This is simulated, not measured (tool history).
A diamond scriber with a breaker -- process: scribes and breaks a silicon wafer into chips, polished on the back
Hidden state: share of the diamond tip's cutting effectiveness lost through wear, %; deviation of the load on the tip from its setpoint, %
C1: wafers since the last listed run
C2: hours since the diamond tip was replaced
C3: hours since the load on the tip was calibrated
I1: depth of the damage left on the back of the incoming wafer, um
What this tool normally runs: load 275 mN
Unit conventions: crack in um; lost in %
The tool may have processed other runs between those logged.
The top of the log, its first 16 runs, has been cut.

run 17 day=7.362 | load=225 | C1=33 C2=22.6 C3=381.1 | I1=0.02 | crack=8.56 lost=2.55
run 18 day=7.883 | load=275 | C1=38 C2=35.1 C3=393.6 | I1=0.03 | crack=10.21 lost=2.96
-- day=8.167 load on the tip recalibrated
run 19 day=8.596 | load=352 | C1=47 C2=52.2 C3=10.3 | I1=0.04 | crack=11.63 lost=6.72
run 20 day=9.038 | load=196 | C1=33 C2=62.8 C3=20.9 | I1=0.01 | crack=7.09 lost=9.78
run 21 day=9.779 | load=324 | C1=55 C2=80.6 C3=38.7 | I1=0.03 | crack=10.68 lost=4.85
run 22 day=10.421 | load=275 | C1=47 C2=96.0 C3=54.1 | I1=0.01 | crack=9.72 lost=1.87
run 23 day=11.125 | load=249 | C1=52 C2=112.9 C3=71.0 | I1=0.02 | crack=8.54 lost=2.22
run 24 day=11.667 | load=327 | C1=40 C2=125.9 C3=84.0 | I1=0.03 | crack=11.18 lost=5.10
run 25 day=12.025 | load=330 | C1=26 C2=134.5 C3=92.6 | I1=0.05 | crack=11.07 lost=5.66
run 26 day=12.658 | load=231 | C1=47 C2=149.7 C3=107.8 | I1=0.04 | crack=8.19 lost=2.66
run 27 day=13.096 | load=333 | C1=32 C2=160.2 C3=118.3 | I1=0.05 | crack=11.44 lost=6.21
run 28 day=13.633 | load=275 | C1=40 C2=173.1 C3=131.2 | I1=0.04 | crack=9.88 lost=2.39
run 29 day=14.200 | load=347 | C1=42 C2=186.7 C3=144.8 | I1=0.01 | crack=11.71 lost=8.54
run 30 day=14.521 | load=275 | C1=23 C2=194.4 C3=152.5 | I1=0.04 | crack=10.01 lost=2.35
run 31 day=15.208 | load=299 | C1=51 C2=210.9 C3=169.0 | I1=0.02 | crack=11.12 lost=3.65
run 32 day=15.842 | load=344 | C1=47 C2=226.1 C3=184.2 | I1=0.04 | crack=11.96 lost=7.93
run 33 day=16.462 | load=306 | C1=46 C2=241.0 C3=199.1 | I1=0.05 | crack=11.14 lost=4.04
run 34 day=16.917 | load=318 | C1=33 C2=251.9 C3=210.0 | I1=0.05 | crack=11.27 lost=6.42

Predict the results of run 35:
run 35 day=17.217 | load=302 | C1=22 C2=259.1 C3=217.2 | I1=0.03 | crack=? lost=?

crack: 10.97 um
lost: 4.60 %
The same run, on a tool lacking any hidden state, would have yielded crack 10.17 um, lost 2.76 %.
